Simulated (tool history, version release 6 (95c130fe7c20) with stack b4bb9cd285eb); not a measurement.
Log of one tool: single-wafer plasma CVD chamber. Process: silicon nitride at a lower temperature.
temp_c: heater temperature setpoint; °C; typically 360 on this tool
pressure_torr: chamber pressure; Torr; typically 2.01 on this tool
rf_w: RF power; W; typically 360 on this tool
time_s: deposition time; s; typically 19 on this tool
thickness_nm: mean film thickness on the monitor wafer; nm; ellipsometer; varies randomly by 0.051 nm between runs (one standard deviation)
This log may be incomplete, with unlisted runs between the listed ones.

run	hour	temp_c	pressure_torr	rf_w	time_s	wafers since the last listed run	hours since the last thermocouple change	hours since the last RF generator calibration	hours since the last manometer calibration	hours since the showerhead was replaced	hours since the gauge calibration	read-back reference wafer on the same gauge, thickness_nm	thickness_nm
1	0	360	2.01	360	19	0	869.3	581.3	907.8	3036.1	141.8	25.497	25.018
2	17.1	360	2.01	315	19	433	886.4	598.4	924.9	3053.2	158.9	25.506	23.064
3	34.7	360	2.01	315	19	445	904	616	942.5	3070.8	176.5	25.501	23.026
4	44.1	365	2.01	360	19	238	913.4	625.4	951.9	3080.2	185.9	25.491	24.947
5	91.4	348	2.01	360	19	1198	960.7	672.7	999.2	3127.5	233.2	25.491	25.103
6	99.7	360	2.01	360	19	210	969	681	1007.5	3135.8	241.5	25.482	24.919
7	116.3	360	2.01	360	19	420	985.6	697.6	1024.1	3152.4	258.1	25.496	24.88
# hour 125.4: showerhead replaced
8	125.9	360	2.01	360	19	40	995.2	707.2	1033.7	0.5	267.7	25.498	24.921
9	136.2	360	2.41	390	19	260	1005.5	717.5	1044	10.8	278	25.503	27.48
10	152.5	360	2.41	390	19	412	1021.8	733.8	1060.3	27.1	294.3	25.512	27.436
# hour 163.6: capacitance manometer re-zeroed and calibrated
11	166.7	360	2.01	360	21.2	157	1036	748	3.1	41.3	308.5	25.497	28.334
12	174.8	369	1.59	360	19	205	1044.1	756.1	11.2	49.4	316.6	25.49	23.555
13	183.1	360	1.61	360	19	210	1052.4	764.4	19.5	57.7	324.9	25.498	23.747
14	196.5	360	2.01	395	19	339	1065.8	777.8	32.9	71.1	338.3	25.503	26.708
15	213.6	360	2.01	325	17.5	433	1082.9	794.9	50	88.2	355.4	25.498	22.011
16	227.7	356	1.72	340	19	357	1097	809	64.1	102.3	369.5	25.495	23.477
17	241.3	360	1.71	320	21.3	344	1110.6	822.6	77.7	115.9	383.1	25.497	25.201
18	249.3	370	2.01	360	19	202	1118.6	830.6	85.7	123.9	391.1	25.495	25.216
# hour 251.6: gauge calibrated
19	257.6	354	2.01	360	16.1	210	1126.9	838.9	94	132.2	6	25.497	21.518
20	265.5	352	2.01	360	19	200	1134.8	846.8	101.9	140.1	13.9	25.504	25.44
21	273.2	346	1.58	335	19	195	1142.5	854.5	109.6	147.8	21.6	25.496	22.734
# hour 286: thermocouple changed; heater temperature recalibrated
# hour 287.8: RF generator calibrated
22	288.5	360	2.51	390	19	139	2.5	0.7	124.9	163.1	36.9	25.497	29.108
23	295.8	360	1.8	405	19	184	9.8	8	132.2	170.4	44.2	25.497	27.18
24	329.2	374	1.81	360	19	846	43.2	41.4	165.6	203.8	77.6	25.506	25.196
25	342.8	360	1.67	360	17.4	344	56.8	55	179.2	217.4	91.2	25.491	22.539
26	359.2	360	2.01	310	16.5	415	73.2	71.4	195.6	233.8	107.6	25.514	20.541
27	371.1	360	2.01	310	16.5	301	85.1	83.3	207.5	245.7	119.5	25.493	20.537
28	380.2	360	2.01	360	19	230	94.2	92.4	216.6	254.8	128.6	25.486	25.944
29	391.3	360	2.01	360	19	281	105.3	103.5	227.7	265.9	139.7	25.495	25.914
30	400.4	360	2.01	360	19	230	114.4	112.6	236.8	275	148.8	25.504	25.945

Predict each of these 3 candidate next runs independently; none follows another, all start after run 30:
A	400.8	360	2.01	360	19	10	114.8	113	237.2	275.4	149.2	?	?
B	400.8	360	2.01	380	19	10	114.8	113	237.2	275.4	149.2	?	?
C	400.8	374	2.01	330	16.6	10	114.8	113	237.2	275.4	149.2	?	?

run	read-back reference wafer on the same gauge, thickness_nm	thickness_nm
A	25.493	25.966
B	25.493	26.817
C	25.493	21.439
Without the tool's hidden state the same runs would have given:
run	thickness_nm
A	26.246
B	27.107
C	21.677

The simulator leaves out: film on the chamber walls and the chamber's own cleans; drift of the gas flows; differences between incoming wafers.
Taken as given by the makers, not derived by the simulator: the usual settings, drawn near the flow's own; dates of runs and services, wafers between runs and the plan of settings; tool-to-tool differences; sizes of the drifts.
